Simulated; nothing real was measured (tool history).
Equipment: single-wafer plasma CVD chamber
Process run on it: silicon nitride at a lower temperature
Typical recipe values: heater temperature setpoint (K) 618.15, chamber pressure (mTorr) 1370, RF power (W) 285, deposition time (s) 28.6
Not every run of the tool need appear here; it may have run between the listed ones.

run	hour	heater temperature setpoint (K)	chamber pressure (mTorr)	RF power (W)	deposition time (s)	wafers since the last listed run	hours since the last thermocouple change	hours since the last RF generator calibration	hours since the last manometer calibration	hours since the showerhead was replaced	hours since the gauge calibration	read-back reference wafer on the same gauge, thickness_nm	mean film thickness on the monitor wafer (Å)
1	0	618.15	1370	285	30.1	0	1398.7	1120.1	1039.2	3580	1965.7	25.905	305.67
2	70.2	618.15	1370	285	30.1	2126	1468.9	1190.3	1109.4	3650.2	2035.9	25.911	305.59
3	139.6	618.15	1370	285	28.6	2102	1538.3	1259.7	1178.8	3719.6	2105.3	25.904	290.94
4	432.8	618.15	1370	285	28.6	8881	1831.5	1552.9	1472	4012.8	2398.5	25.917	293.06
# hour 475.3: RF generator calibrated
5	497.2	618.15	1370	285	28.6	1708	1895.9	21.9	1536.4	4077.2	2462.9	25.886	300.91
6	534.2	618.15	1370	285	28.6	1120	1932.9	58.9	1573.4	4114.2	2499.9	25.893	300.4
7	602.5	618.15	1370	285	28.6	2068	2001.2	127.2	1641.7	4182.5	2568.2	25.912	299.31
8	642.3	618.15	1370	285	28.6	1205	2041	167	1681.5	4222.3	2608	25.894	298.35
9	725	618.15	1370	285	28.6	2505	2123.7	249.7	1764.2	4305	2690.7	25.906	297.18
10	824.2	618.15	1370	285	28.6	3004	2222.9	348.9	1863.4	4404.2	2789.9	25.912	298.42
# hour 845.7: capacitance manometer re-zeroed and calibrated
11	928	618.15	1370	285	28.6	2901	2326.7	452.7	82.3	4508	2893.7	25.916	290.49
# hour 937.9: gauge calibrated
# hour 986.8: showerhead replaced
12	1029.4	618.15	1130	285	28.6	2829	2428.1	554.1	183.7	42.6	91.5	25.898	281.63
13	1072.5	618.15	1130	285	28.6	1305	2471.2	597.2	226.8	85.7	134.6	25.9	280.05
14	1139.8	612.15	1570	310	24.1	2038	2538.5	664.5	294.1	153	201.9	25.895	270.88
# hour 1155.7: thermocouple changed; heater temperature recalibrated
15	1204.7	605.15	1370	285	25.3	1723	49	729.4	359	217.9	266.8	25.884	258.62
16	1277.1	618.15	1370	285	28.6	2193	121.4	801.8	431.4	290.3	339.2	25.903	292.94
17	1370.8	622.15	1050	235	23	2838	215.1	895.5	525.1	384	432.9	25.889	189.37
18	1446.5	618.15	1370	300	23.9	2293	290.8	971.2	600.8	459.7	508.6	25.907	252.95
19	1503.1	618.15	1150	310	31.4	1714	347.4	1027.8	657.4	516.3	565.2	25.91	328.25
20	1548.6	618.15	1130	285	32.7	1378	392.9	1073.3	702.9	561.8	610.7	25.915	321.05
21	1655.4	618.15	1370	285	28.6	3235	499.7	1180.1	809.7	668.6	717.5	25.889	291.61
22	1719.9	618.15	1670	310	28.6	1953	564.2	1244.6	874.2	733.1	782	25.894	323.63
# hour 1730: RF generator calibrated
23	1826	618.15	1370	285	26.9	2971	670.3	96	980.3	839.2	888.1	25.904	277.18
24	1933.4	625.15	1110	285	28.6	3253	777.7	203.4	1087.7	946.6	995.5	25.89	281.07
25	2022.8	618.15	1510	335	28.6	2708	867.1	292.8	1177.1	1036	1084.9	25.89	339.29
26	2116.1	618.15	1560	285	34	2826	960.4	386.1	1270.4	1129.3	1178.2	25.921	357.63
27	2156.4	618.15	1370	230	25.6	1220	1000.7	426.4	1310.7	1169.6	1218.5	25.925	220.88
28	2249.8	618.15	1370	285	28.6	2829	1094.1	519.8	1404.1	1263	1311.9	25.874	295.53

Exercise: give the hidden state of the tool at every run:
wafer temperature above the value expected at the setpoint (K): 0 in every run
gauge reads high (%): 0 in every run
H1: delivered RF power above the setpoint (%)
H2: true pressure above the setpoint (%)
run	H1	H2
1	-3.24	3.21
2	-3.28	3.63
3	-3.31	4.07
4	-3.42	6.23
5	-0.198	6.76
6	-0.423	7.08
7	-0.794	7.69
8	-0.988	8.06
9	-1.34	8.85
10	-1.69	9.85
11	-1.99	0.973
12	-2.22	1.05
13	-2.31	1.1
14	-2.43	1.19
15	-2.53	1.31
16	-2.62	1.47
17	-2.73	1.72
18	-2.8	1.96
19	-2.85	2.15
20	-2.88	2.32
21	-2.95	2.77
22	-2.98	3.07
23	-1.14	3.62
24	-1.66	4.23
25	-2.01	4.8
26	-2.32	5.43
27	-2.43	5.72
28	-2.66	6.42

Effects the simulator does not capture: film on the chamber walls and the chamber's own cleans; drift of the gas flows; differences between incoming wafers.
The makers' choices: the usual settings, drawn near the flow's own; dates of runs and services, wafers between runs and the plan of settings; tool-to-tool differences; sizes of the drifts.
